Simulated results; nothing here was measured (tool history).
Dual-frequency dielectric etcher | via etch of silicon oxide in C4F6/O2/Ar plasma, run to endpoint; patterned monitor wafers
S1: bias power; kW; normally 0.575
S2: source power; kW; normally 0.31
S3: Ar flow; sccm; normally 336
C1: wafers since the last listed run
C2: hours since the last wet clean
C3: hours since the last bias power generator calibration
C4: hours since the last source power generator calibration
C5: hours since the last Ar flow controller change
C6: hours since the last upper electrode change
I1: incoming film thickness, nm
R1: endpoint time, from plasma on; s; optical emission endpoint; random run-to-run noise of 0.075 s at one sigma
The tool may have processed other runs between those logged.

{"run": 1, "hour": 0.0, "S1": 0.575, "S2": 0.33, "S3": 336, "C1": 0, "C2": 18.7, "C3": 515.5, "C4": 1317, "C5": 2013.9, "C6": 3618.8, "I1": 73.6, "R1": 15.7}
{"run": 2, "hour": 92.2, "S1": 0.575, "S2": 0.33, "S3": 336, "C1": 1136, "C2": 110.9, "C3": 607.7, "C4": 1409.2, "C5": 2106.1, "C6": 3711, "I1": 73, "R1": 15.5}
{"run": 3, "hour": 176.6, "S1": 0.575, "S2": 0.31, "S3": 336, "C1": 1040, "C2": 195.3, "C3": 692.1, "C4": 1493.6, "C5": 2190.5, "C6": 3795.4, "I1": 73.1, "R1": 16.2}
{"run": 4, "hour": 231.7, "S1": 0.575, "S2": 0.31, "S3": 336, "C1": 679, "C2": 250.4, "C3": 747.2, "C4": 1548.7, "C5": 2245.6, "C6": 3850.5, "I1": 73.3, "R1": 16.1}
{"run": 5, "hour": 355.6, "S1": 0.575, "S2": 0.31, "S3": 336, "C1": 1527, "C2": 374.3, "C3": 871.1, "C4": 1672.6, "C5": 2369.5, "C6": 3974.4, "I1": 72.9, "R1": 16}
{"run": 6, "hour": 411.9, "S1": 0.575, "S2": 0.31, "S3": 336, "C1": 693, "C2": 430.6, "C3": 927.4, "C4": 1728.9, "C5": 2425.8, "C6": 4030.7, "I1": 72.8, "R1": 16.2}
{"hour": 512.2, "done": "wet clean of the chamber"}
{"run": 7, "hour": 513.4, "S1": 0.575, "S2": 0.31, "S3": 336, "C1": 955, "C2": 1.2, "C3": 1028.9, "C4": 1830.4, "C5": 2527.3, "C6": 4132.2, "I1": 73.1, "R1": 16}
{"run": 8, "hour": 583.2, "S1": 0.575, "S2": 0.31, "S3": 336, "C1": 860, "C2": 71, "C3": 1098.7, "C4": 1900.2, "C5": 2597.1, "C6": 4202, "I1": 72.7, "R1": 16.1}
{"run": 9, "hour": 632.3, "S1": 0.498, "S2": 0.31, "S3": 336, "C1": 605, "C2": 120.1, "C3": 1147.8, "C4": 1949.3, "C5": 2646.2, "C6": 4251.1, "I1": 73.3, "R1": 17.5}
{"hour": 653.2, "done": "source power generator calibrated"}
{"run": 10, "hour": 734.8, "S1": 0.498, "S2": 0.31, "S3": 336, "C1": 1214, "C2": 222.6, "C3": 1250.3, "C4": 81.6, "C5": 2748.7, "C6": 4353.6, "I1": 74, "R1": 17.7}
{"run": 11, "hour": 806.7, "S1": 0.498, "S2": 0.31, "S3": 336, "C1": 886, "C2": 294.5, "C3": 1322.2, "C4": 153.5, "C5": 2820.6, "C6": 4425.5, "I1": 72.7, "R1": 17.5}
{"run": 12, "hour": 857.5, "S1": 0.575, "S2": 0.31, "S3": 336, "C1": 626, "C2": 345.3, "C3": 1373, "C4": 204.3, "C5": 2871.4, "C6": 4476.3, "I1": 73.2, "R1": 16.2}
{"run": 13, "hour": 895.3, "S1": 0.575, "S2": 0.31, "S3": 336, "C1": 465, "C2": 383.1, "C3": 1410.8, "C4": 242.1, "C5": 2909.2, "C6": 4514.1, "I1": 73.3, "R1": 16.3}
{"run": 14, "hour": 959.6, "S1": 0.575, "S2": 0.28, "S3": 354, "C1": 792, "C2": 447.4, "C3": 1475.1, "C4": 306.4, "C5": 2973.5, "C6": 4578.4, "I1": 73.2, "R1": 17.5}
{"hour": 1061.2, "done": "wet clean of the chamber"}
{"run": 15, "hour": 1066.1, "S1": 0.575, "S2": 0.23, "S3": 336, "C1": 1016, "C2": 4.9, "C3": 1581.6, "C4": 412.9, "C5": 3080, "C6": 4684.9, "I1": 73, "R1": 19.7}
{"hour": 1201.3, "done": "bias power generator calibrated"}
{"run": 16, "hour": 1223.5, "S1": 0.657, "S2": 0.31, "S3": 272, "C1": 1890, "C2": 162.3, "C3": 22.2, "C4": 570.3, "C5": 3237.4, "C6": 4842.3, "I1": 73.7, "R1": 15.1}
{"hour": 1262.7, "done": "upper electrode replaced"}
{"run": 17, "hour": 1291.9, "S1": 0.695, "S2": 0.29, "S3": 307, "C1": 547, "C2": 230.7, "C3": 90.6, "C4": 638.7, "C5": 3305.8, "C6": 29.2, "I1": 73.4, "R1": 15.6}
{"run": 18, "hour": 1345.2, "S1": 0.575, "S2": 0.31, "S3": 366, "C1": 656, "C2": 284, "C3": 143.9, "C4": 692, "C5": 3359.1, "C6": 82.5, "I1": 73.5, "R1": 16.5}
{"run": 19, "hour": 1422.8, "S1": 0.575, "S2": 0.23, "S3": 415, "C1": 956, "C2": 361.6, "C3": 221.5, "C4": 769.6, "C5": 3436.7, "C6": 160.1, "I1": 73.3, "R1": 20.4}
{"hour": 1431.5, "done": "Ar flow controller replaced"}
{"run": 20, "hour": 1478.9, "S1": 0.712, "S2": 0.33, "S3": 307, "C1": 617, "C2": 417.7, "C3": 277.6, "C4": 825.7, "C5": 47.4, "C6": 216.2, "I1": 72.8, "R1": 14.1}
{"run": 21, "hour": 1548.1, "S1": 0.575, "S2": 0.31, "S3": 275, "C1": 852, "C2": 486.9, "C3": 346.8, "C4": 894.9, "C5": 116.6, "C6": 285.4, "I1": 73.3, "R1": 16.3}
{"hour": 1613.2, "done": "bias power generator calibrated, repeated, since the last time left the tool worse"}
{"hour": 1632.8, "done": "wet clean of the chamber"}
{"run": 22, "hour": 1633.3, "S1": 0.451, "S2": 0.34, "S3": 407, "C1": 759, "C2": 0.5, "C3": 20.1, "C4": 980.1, "C5": 201.8, "C6": 370.6, "I1": 73.5, "R1": 17.7}
{"run": 23, "hour": 1690.9, "S1": 0.575, "S2": 0.31, "S3": 336, "C1": 709, "C2": 58.1, "C3": 77.7, "C4": 1037.7, "C5": 259.4, "C6": 428.2, "I1": 73, "R1": 16}
{"run": 24, "hour": 1756.2, "S1": 0.575, "S2": 0.31, "S3": 385, "C1": 804, "C2": 123.4, "C3": 143, "C4": 1103, "C5": 324.7, "C6": 493.5, "I1": 72.9, "R1": 16.2}
{"run": 25, "hour": 1814.8, "S1": 0.575, "S2": 0.24, "S3": 336, "C1": 722, "C2": 182, "C3": 201.6, "C4": 1161.6, "C5": 383.3, "C6": 552.1, "I1": 73.1, "R1": 18.8}
{"run": 26, "hour": 1863.8, "S1": 0.575, "S2": 0.31, "S3": 336, "C1": 603, "C2": 231, "C3": 250.6, "C4": 1210.6, "C5": 432.3, "C6": 601.1, "I1": 73.2, "R1": 16.2}
{"run": 27, "hour": 1941.3, "S1": 0.481, "S2": 0.24, "S3": 366, "C1": 955, "C2": 308.5, "C3": 328.1, "C4": 1288.1, "C5": 509.8, "C6": 678.6, "I1": 72.7, "R1": 20.7}
{"run": 28, "hour": 2030.7, "S1": 0.447, "S2": 0.27, "S3": 299, "C1": 1101, "C2": 397.9, "C3": 417.5, "C4": 1377.5, "C5": 599.2, "C6": 768, "I1": 73.1, "R1": 19.5}

What would each run have given without the hidden state, its run-to-run variation left as it was?
The tool's hidden condition here consists of: etch rate over this chamber's usual, %; bias power that arrives over what is set, %; source power that arrives over what is set, %; Ar flow that arrives over what is set, %.
run=1 R1=15.6
run=2 R1=15.4
run=3 R1=16
run=4 R1=16
run=5 R1=15.9
run=6 R1=16
run=7 R1=15.9
run=8 R1=15.9
run=9 R1=17.3
run=10 R1=17.5
run=11 R1=17.2
run=12 R1=16
run=13 R1=16.1
run=14 R1=17.2
run=15 R1=19.4
run=16 R1=14.7
run=17 R1=15.2
run=18 R1=16
run=19 R1=19.8
run=20 R1=13.7
run=21 R1=15.8
run=22 R1=17.7
run=23 R1=16
run=24 R1=16.2
run=25 R1=18.8
run=26 R1=16.2
run=27 R1=20.6
run=28 R1=19.4
